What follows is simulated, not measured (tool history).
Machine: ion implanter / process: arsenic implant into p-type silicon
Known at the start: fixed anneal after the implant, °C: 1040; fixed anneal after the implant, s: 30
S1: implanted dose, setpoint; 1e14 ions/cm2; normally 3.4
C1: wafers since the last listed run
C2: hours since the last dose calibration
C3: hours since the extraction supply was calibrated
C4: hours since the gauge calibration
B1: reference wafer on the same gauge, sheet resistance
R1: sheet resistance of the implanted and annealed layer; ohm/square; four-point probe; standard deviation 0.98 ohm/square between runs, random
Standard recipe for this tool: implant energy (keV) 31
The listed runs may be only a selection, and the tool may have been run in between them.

{"run": 1, "hour": 0.0, "S1": 3.4, "implant energy (keV)": 31, "C1": 0, "C2": 267.8, "C3": 1757.5, "C4": 532.5, "B1": 256.36, "R1": 280.64}
{"run": 2, "hour": 18.4, "S1": 3.13, "implant energy (keV)": 31, "C1": 340, "C2": 286.2, "C3": 1775.9, "C4": 550.9, "B1": 255.93, "R1": 297.89}
{"run": 3, "hour": 42.0, "S1": 3.4, "implant energy (keV)": 31, "C1": 436, "C2": 309.8, "C3": 1799.5, "C4": 574.5, "B1": 256.13, "R1": 279.03}
{"run": 4, "hour": 59.1, "S1": 3.4, "implant energy (keV)": 31, "C1": 316, "C2": 326.9, "C3": 1816.6, "C4": 591.6, "B1": 256.03, "R1": 279.9}
{"run": 5, "hour": 94.0, "S1": 3.4, "implant energy (keV)": 31, "C1": 645, "C2": 361.8, "C3": 1851.5, "C4": 626.5, "B1": 256.1, "R1": 280.79}
{"run": 6, "hour": 127.0, "S1": 3.4, "implant energy (keV)": 31, "C1": 610, "C2": 394.8, "C3": 1884.5, "C4": 659.5, "B1": 255.86, "R1": 279.85}
{"run": 7, "hour": 159.9, "S1": 3.4, "implant energy (keV)": 31, "C1": 608, "C2": 427.7, "C3": 1917.4, "C4": 692.4, "B1": 256.02, "R1": 280.4}
{"run": 8, "hour": 180.1, "S1": 3.4, "implant energy (keV)": 31, "C1": 373, "C2": 447.9, "C3": 1937.6, "C4": 712.6, "B1": 256.09, "R1": 279.24}
{"run": 9, "hour": 200.5, "S1": 3.4, "implant energy (keV)": 31, "C1": 377, "C2": 468.3, "C3": 1958, "C4": 733, "B1": 256.03, "R1": 279.06}
{"run": 10, "hour": 232.8, "S1": 3.4, "implant energy (keV)": 31, "C1": 597, "C2": 500.6, "C3": 1990.3, "C4": 765.3, "B1": 255.93, "R1": 280.11}
{"run": 11, "hour": 248.5, "S1": 3.4, "implant energy (keV)": 31, "C1": 290, "C2": 516.3, "C3": 2006, "C4": 781, "B1": 256.01, "R1": 280.14}
{"run": 12, "hour": 263.4, "S1": 3.4, "implant energy (keV)": 31, "C1": 275, "C2": 531.2, "C3": 2020.9, "C4": 795.9, "B1": 255.69, "R1": 280.44}
{"run": 13, "hour": 296.3, "S1": 3.4, "implant energy (keV)": 31, "C1": 608, "C2": 564.1, "C3": 2053.8, "C4": 828.8, "B1": 255.9, "R1": 280.86}
{"run": 14, "hour": 309.6, "S1": 3.4, "implant energy (keV)": 39.5, "C1": 245, "C2": 577.4, "C3": 2067.1, "C4": 842.1, "B1": 256.26, "R1": 272.48}
{"run": 15, "hour": 335.4, "S1": 3.89, "implant energy (keV)": 38, "C1": 476, "C2": 603.2, "C3": 2092.9, "C4": 867.9, "B1": 256.07, "R1": 245.45}
{"run": 16, "hour": 361.7, "S1": 2.61, "implant energy (keV)": 31, "C1": 486, "C2": 629.5, "C3": 2119.2, "C4": 894.2, "B1": 256.11, "R1": 343.95}
{"run": 17, "hour": 379.9, "S1": 4.25, "implant energy (keV)": 37, "C1": 336, "C2": 647.7, "C3": 2137.4, "C4": 912.4, "B1": 256.01, "R1": 231.07}
{"hour": 399.3, "done": "extraction supply calibrated"}
{"run": 18, "hour": 406.4, "S1": 3.4, "implant energy (keV)": 31, "C1": 342, "C2": 674.2, "C3": 7.1, "C4": 938.9, "B1": 256.07, "R1": 282}
{"run": 19, "hour": 433.5, "S1": 3.02, "implant energy (keV)": 20.5, "C1": 500, "C2": 701.3, "C3": 34.2, "C4": 966, "B1": 255.94, "R1": 324.21}
{"run": 20, "hour": 469.4, "S1": 4.31, "implant energy (keV)": 36.5, "C1": 663, "C2": 737.2, "C3": 70.1, "C4": 1001.9, "B1": 255.94, "R1": 229.53}
{"hour": 495.2, "done": "gauge calibrated"}
{"run": 21, "hour": 495.7, "S1": 3.4, "implant energy (keV)": 38, "C1": 486, "C2": 763.5, "C3": 96.4, "C4": 0.5, "B1": 256.15, "R1": 273.47}
{"run": 22, "hour": 517.5, "S1": 3.92, "implant energy (keV)": 39.5, "C1": 403, "C2": 785.3, "C3": 118.2, "C4": 22.3, "B1": 256.13, "R1": 242.5}
{"run": 23, "hour": 530.2, "S1": 2.74, "implant energy (keV)": 31, "C1": 234, "C2": 798, "C3": 130.9, "C4": 35, "B1": 256.05, "R1": 331.25}
{"run": 24, "hour": 563.3, "S1": 3.4, "implant energy (keV)": 31, "C1": 611, "C2": 831.1, "C3": 164, "C4": 68.1, "B1": 255.88, "R1": 280.32}
{"hour": 596.8, "done": "Faraday cup replaced and dose calibrated"}
{"run": 25, "hour": 598.4, "S1": 3.4, "implant energy (keV)": 31, "C1": 500, "C2": 1.6, "C3": 199.1, "C4": 103.2, "B1": 256.18, "R1": 282.4}
{"run": 26, "hour": 615.5, "S1": 2.98, "implant energy (keV)": 31, "C1": 316, "C2": 18.7, "C3": 216.2, "C4": 120.3, "B1": 256.12, "R1": 309.3}
{"run": 27, "hour": 634.1, "S1": 2.51, "implant energy (keV)": 34.5, "C1": 343, "C2": 37.3, "C3": 234.8, "C4": 138.9, "B1": 255.99, "R1": 347.2}
{"run": 28, "hour": 651.3, "S1": 3.4, "implant energy (keV)": 23.5, "C1": 317, "C2": 54.5, "C3": 252, "C4": 156.1, "B1": 255.85, "R1": 289.05}
{"run": 29, "hour": 670.0, "S1": 3.98, "implant energy (keV)": 21, "C1": 345, "C2": 73.2, "C3": 270.7, "C4": 174.8, "B1": 256.17, "R1": 260.11}
{"run": 30, "hour": 698.9, "S1": 2.99, "implant energy (keV)": 37, "C1": 534, "C2": 102.1, "C3": 299.6, "C4": 203.7, "B1": 256.12, "R1": 301.83}
{"run": 31, "hour": 731.0, "S1": 4.39, "implant energy (keV)": 39.5, "C1": 593, "C2": 134.2, "C3": 331.7, "C4": 235.8, "B1": 256, "R1": 222.99}
{"run": 32, "hour": 745.1, "S1": 3.91, "implant energy (keV)": 37.5, "C1": 260, "C2": 148.3, "C3": 345.8, "C4": 249.9, "B1": 255.64, "R1": 244.93}
{"run": 33, "hour": 767.3, "S1": 3.4, "implant energy (keV)": 31, "C1": 410, "C2": 170.5, "C3": 368, "C4": 272.1, "B1": 256.2, "R1": 280.5}

For run 34, what comes out?
{"run": 34, "hour": 796.1, "S1": 4.06, "implant energy (keV)": 20.5, "C1": 532, "C2": 199.3, "C3": 396.8, "C4": 300.9, "B1": "?", "R1": "?"}

{"run 34": {"B1": 255.79, "R1": 256.82}}
The same run, on a tool lacking any hidden state, would have yielded R1 256.82 ohm/square.
